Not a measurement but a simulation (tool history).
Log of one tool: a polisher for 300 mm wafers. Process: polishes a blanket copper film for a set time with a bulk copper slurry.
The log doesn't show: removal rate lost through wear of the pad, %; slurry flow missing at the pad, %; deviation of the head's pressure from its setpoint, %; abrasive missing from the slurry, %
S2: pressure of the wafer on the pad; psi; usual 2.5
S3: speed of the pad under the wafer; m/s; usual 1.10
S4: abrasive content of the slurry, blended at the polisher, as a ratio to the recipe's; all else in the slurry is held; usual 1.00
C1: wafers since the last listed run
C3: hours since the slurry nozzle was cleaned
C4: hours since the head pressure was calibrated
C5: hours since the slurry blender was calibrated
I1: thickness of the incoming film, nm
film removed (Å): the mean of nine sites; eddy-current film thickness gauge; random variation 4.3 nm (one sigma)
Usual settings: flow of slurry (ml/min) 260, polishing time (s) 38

Run 1, day 0.000: usual settings but S2 3.1 psi; C1 0; wafers polished on this pad 1514; C3 143.9; C4 436.1; C5 85.8; I1 4288.8. Result: film removed (Å) 4763.
Run 2, day 2.854: usual settings but S2 3.1 psi; C1 822; wafers polished on this pad 2336; C3 212.4; C4 504.6; C5 154.3; I1 4305.8. Result: film removed (Å) 4728.
Run 3, day 4.583: usual settings but S2 3.1 psi; C1 498; wafers polished on this pad 2834; C3 253.9; C4 546.1; C5 195.8; I1 4319.0. Result: film removed (Å) 4773.
Run 4, day 6.154: usual settings but flow of slurry (ml/min) 300; C1 452; wafers polished on this pad 3287; C3 291.6; C4 583.8; C5 233.5; I1 4271.1. Result: film removed (Å) 3821.
Run 5, day 7.404: usual settings; C1 360; wafers polished on this pad 3647; C3 321.6; C4 613.8; C5 263.5; I1 4313.5. Result: film removed (Å) 3769.
At day 9.162: worn pad replaced by a new one.
At day 10.579: slurry nozzle cleaned.
At day 11.262: slurry blender recalibrated.
At day 13.442: head pressure recalibrated.
Run 6, day 14.533: usual settings; C1 1945; wafers polished on this pad 1487; C3 94.9; C4 26.2; C5 78.5; I1 4333.3. Result: film removed (Å) 3812.
Run 7, day 17.342: usual settings; C1 809; wafers polished on this pad 2296; C3 162.3; C4 93.6; C5 145.9; I1 4265.5. Result: film removed (Å) 3753.
Run 8, day 18.779: usual settings; C1 414; wafers polished on this pad 2710; C3 196.8; C4 128.1; C5 180.4; I1 4350.4. Result: film removed (Å) 3840.
Run 9, day 21.425: usual settings; C1 762; wafers polished on this pad 3472; C3 260.3; C4 191.6; C5 243.9; I1 4210.6. Result: film removed (Å) 3821.
At day 23.321: worn pad replaced by a new one.
Run 10, day 23.671: usual settings but S2 2.2 psi, polishing time (s) 46; C1 598; wafers polished on this pad 100; C3 314.2; C4 245.5; C5 297.8; I1 4202.5. Result: film removed (Å) 4075.
Run 11, day 24.875: usual settings but flow of slurry (ml/min) 285, S2 1.9 psi, polishing time (s) 51; C1 346; wafers polished on this pad 447; C3 343.1; C4 274.4; C5 326.7; I1 4238.6. Result: film removed (Å) 3956.
Run 12, day 26.296: usual settings but flow of slurry (ml/min) 330, S4 0.90; C1 409; wafers polished on this pad 856; C3 377.2; C4 308.5; C5 360.8; I1 4208.4. Result: film removed (Å) 3856.
At day 28.104: slurry blender recalibrated.
At day 28.175: slurry nozzle cleaned.
Run 13, day 31.138: usual settings but flow of slurry (ml/min) 320, S2 2.2 psi, S4 0.80; C1 1358; wafers polished on this pad 2215; C3 71.1; C4 424.7; C5 72.8; I1 4324.9. Result: film removed (Å) 3321.
Run 14, day 32.258: usual settings but flow of slurry (ml/min) 300, S3 0.84 m/s, S4 0.90, polishing time (s) 48; C1 322; wafers polished on this pad 2538; C3 98.0; C4 451.6; C5 99.7; I1 4228.8. Result: film removed (Å) 3621.
Run 15, day 34.267: usual settings; C1 578; wafers polished on this pad 3117; C3 146.2; C4 499.8; C5 147.9; I1 4281.8. Result: film removed (Å) 3768.
Run 16, day 37.250: usual settings but S2 3.1 psi; C1 859; wafers polished on this pad 3976; C3 217.8; C4 571.4; C5 219.5; I1 4303.5. Result: film removed (Å) 4778.
Run 17, day 40.042: usual settings but S2 2.1 psi; C1 804; wafers polished on this pad 4780; C3 284.8; C4 638.4; C5 286.5; I1 4393.9. Result: film removed (Å) 3185.
At day 42.254: worn pad replaced by a new one.
Run 18, day 42.921: usual settings but S4 0.80, polishing time (s) 26; C1 781; wafers polished on this pad 192; C3 353.9; C4 707.5; C5 355.6; I1 4264.2. Result: film removed (Å) 2536.
At day 44.917: slurry blender recalibrated.
Run 19, day 45.221: usual settings but flow of slurry (ml/min) 215, S3 0.90 m/s; C1 638; wafers polished on this pad 831; C3 409.1; C4 762.7; C5 7.3; I1 4324.8. Result: film removed (Å) 2991.
At day 45.912: slurry nozzle cleaned.
Run 20, day 47.312: usual settings but S3 0.92 m/s, S4 0.90; C1 590; wafers polished on this pad 1421; C3 33.6; C4 812.9; C5 57.5; I1 4267.8. Result: film removed (Å) 3113.
Run 21, day 48.579: usual settings but S4 0.75; C1 364; wafers polished on this pad 1786; C3 64.0; C4 843.3; C5 87.9; I1 4280.3. Result: film removed (Å) 3663.
Run 22, day 51.500: usual settings but polishing time (s) 28; C1 841; wafers polished on this pad 2627; C3 134.1; C4 913.4; C5 158.0; I1 4310.2. Result: film removed (Å) 2798.
At day 52.021: head pressure recalibrated.
Run 23, day 53.112: usual settings but S2 1.8 psi; C1 440; wafers polished on this pad 3068; C3 172.8; C4 26.2; C5 196.7; I1 4285.2. Result: film removed (Å) 2791.
Run 24, day 54.521: usual settings but polishing time (s) 31; C1 405; wafers polished on this pad 3474; C3 206.6; C4 60.0; C5 230.5; I1 4304.0. Result: film removed (Å) 3062.
Run 25, day 57.488: usual settings but flow of slurry (ml/min) 175, S2 1.7 psi, S3 1.44 m/s, polishing time (s) 27; C1 854; wafers polished on this pad 4328; C3 277.8; C4 131.2; C5 301.7; I1 4310.0. Result: film removed (Å) 2322.
At day 59.717: worn pad replaced by a new one.
Run 26, day 60.325: usual settings; C1 769; wafers polished on this pad 175; C3 345.9; C4 199.3; C5 369.8; I1 4238.6. Result: film removed (Å) 3802.
At day 62.267: slurry blender recalibrated.
Run 27, day 62.496: usual settings but flow of slurry (ml/min) 310; C1 601; wafers polished on this pad 777; C3 398.0; C4 251.4; C5 5.5; I1 4300.1. Result: film removed (Å) 3873.
Run 28, day 63.950: usual settings but flow of slurry (ml/min) 205, S2 3.1 psi, S4 1.25; C1 418; wafers polished on this pad 1195; C3 432.9; C4 286.3; C5 40.4; I1 4309.0. Result: film removed (Å) 4720.
At day 64.058: slurry nozzle cleaned.
Run 29, day 65.192: usual settings but flow of slurry (ml/min) 335, S2 2.9 psi, S3 0.72 m/s, polishing time (s) 43; C1 345; wafers polished on this pad 1541; C3 27.2; C4 316.1; C5 70.2; I1 4271.2. Result: film removed (Å) 3330.
Run 30, day 66.650: usual settings but S2 2.1 psi, S3 1.48 m/s; C1 420; wafers polished on this pad 1961; C3 62.2; C4 351.1; C5 105.2; I1 4329.9. Result: film removed (Å) 4225.

4 ways to go on from here, each from the tool as it stands after run 30. What would each give?
Run A, day 66.667: usual settings; C1 4; wafers polished on this pad 1966; C3 62.6; C4 351.5; C5 105.6; I1 4273.0. Result: film removed (Å) ?.
Run B, day 66.667: usual settings but S3 0.76 m/s, polishing time (s) 27; C1 4; wafers polished on this pad 1966; C3 62.6; C4 351.5; C5 105.6; I1 4273.0. Result: film removed (Å) ?.
Run C, day 66.667: usual settings but flow of slurry (ml/min) 175, polishing time (s) 47; C1 4; wafers polished on this pad 1966; C3 62.6; C4 351.5; C5 105.6; I1 4273.0. Result: film removed (Å) ?.
Run D, day 66.667: usual settings but S3 1.30 m/s; C1 4; wafers polished on this pad 1966; C3 62.6; C4 351.5; C5 105.6; I1 4273.0. Result: film removed (Å) ?.

run  film removed (Å)
  A              3746
  B              1839
  C              4482
  D              4427
Without the tool's hidden state the same runs would have given:
run  film removed (Å)
  A              3746
  B              1839
  C              4482
  D              4427
